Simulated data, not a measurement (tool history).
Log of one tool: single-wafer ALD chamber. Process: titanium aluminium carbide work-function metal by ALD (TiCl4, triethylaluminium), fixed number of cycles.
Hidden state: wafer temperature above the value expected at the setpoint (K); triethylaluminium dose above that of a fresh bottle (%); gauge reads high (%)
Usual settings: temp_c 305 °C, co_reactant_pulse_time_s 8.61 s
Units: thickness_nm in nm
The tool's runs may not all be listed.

| run | hour | temp_c | co_reactant_pulse_time_s | wafers since the last listed run | hours since the last thermocouple change | hours since the last triethylaluminium bottle change | hours since the showerhead was replaced | hours since the gauge calibration | read-back reference wafer on the same gauge, thickness_nm | thickness_nm |
|---|---|---|---|---|---|---|---|---|---|---|
| 1 | 0.0 | 305 | 10.98 | 0 | 17.8 | 304.4 | 2711.7 | 411.4 | 2.352 | 2.206 |
| 2 | 65.1 | 305 | 8.61 | 1024 | 82.9 | 369.5 | 2776.8 | 476.5 | 2.354 | 2.180 |
| 3 | 117.0 | 305 | 8.61 | 816 | 134.8 | 421.4 | 2828.7 | 528.4 | 2.346 | 2.167 |
| 4 | 194.1 | 299 | 8.61 | 1213 | 211.9 | 498.5 | 2905.8 | 605.5 | 2.348 | 2.119 |
| 5 | 271.5 | 299 | 8.61 | 1218 | 289.3 | 575.9 | 2983.2 | 682.9 | 2.348 | 2.094 |
|  | 331.8 | triethylaluminium bottle replaced |
| 6 | 343.9 | 305 | 8.61 | 1013 | 361.7 | 12.1 | 3055.6 | 755.3 | 2.347 | 2.185 |
| 7 | 433.9 | 305 | 8.61 | 1416 | 451.7 | 102.1 | 3145.6 | 845.3 | 2.351 | 2.211 |
| 8 | 488.1 | 305 | 8.61 | 853 | 505.9 | 156.3 | 3199.8 | 899.5 | 2.351 | 2.193 |
| 9 | 561.4 | 305 | 8.61 | 1153 | 579.2 | 229.6 | 3273.1 | 972.8 | 2.350 | 2.197 |
|  | 589.5 | gauge calibrated |
| 10 | 638.5 | 315 | 7.25 | 1213 | 656.3 | 306.7 | 3350.2 | 49.0 | 2.348 | 2.244 |
| 11 | 714.9 | 305 | 8.61 | 1202 | 732.7 | 383.1 | 3426.6 | 125.4 | 2.351 | 2.200 |
| 12 | 809.3 | 290 | 7.24 | 1485 | 827.1 | 477.5 | 3521.0 | 219.8 | 2.352 | 1.978 |
|  | 837.3 | showerhead replaced |
| 13 | 862.0 | 292 | 7.61 | 703 | 879.8 | 530.2 | 24.7 | 272.5 | 2.350 | 2.029 |
| 14 | 937.6 | 305 | 6.11 | 1189 | 955.4 | 605.8 | 100.3 | 348.1 | 2.349 | 2.079 |
|  | 953.0 | triethylaluminium bottle replaced |
|  | 979.7 | thermocouple changed; heater temperature recalibrated |
| 15 | 1010.1 | 300 | 10.40 | 889 | 30.4 | 57.1 | 172.8 | 420.6 | 2.349 | 2.152 |
| 16 | 1094.6 | 316 | 5.99 | 1329 | 114.9 | 141.6 | 257.3 | 505.1 | 2.352 | 2.096 |
| 17 | 1183.8 | 300 | 5.69 | 1403 | 204.1 | 230.8 | 346.5 | 594.3 | 2.348 | 1.944 |
| 18 | 1279.9 | 305 | 8.61 | 1512 | 300.2 | 326.9 | 442.6 | 690.4 | 2.351 | 2.169 |
| 19 | 1386.6 | 305 | 8.61 | 1679 | 406.9 | 433.6 | 549.3 | 797.1 | 2.353 | 2.178 |

Forecast each of these 3 alternatives for the next run:
| A | 1387.0 | 305 | 8.61 | 6 | 407.3 | 434.0 | 549.7 | 797.5 | ? | ? |
| B | 1387.0 | 305 | 5.77 | 6 | 407.3 | 434.0 | 549.7 | 797.5 | ? | ? |
| C | 1387.0 | 298 | 8.61 | 6 | 407.3 | 434.0 | 549.7 | 797.5 | ? | ? |

| run | read-back reference wafer on the same gauge, thickness_nm | thickness_nm |
|---|---|---|
| A | 2.349 | 2.196 |
| B | 2.349 | 2.021 |
| C | 2.349 | 2.122 |
Without the tool's hidden state the same runs would have given:
| run | thickness_nm |
|---|---|
| A | 2.173 |
| B | 1.999 |
| C | 2.099 |

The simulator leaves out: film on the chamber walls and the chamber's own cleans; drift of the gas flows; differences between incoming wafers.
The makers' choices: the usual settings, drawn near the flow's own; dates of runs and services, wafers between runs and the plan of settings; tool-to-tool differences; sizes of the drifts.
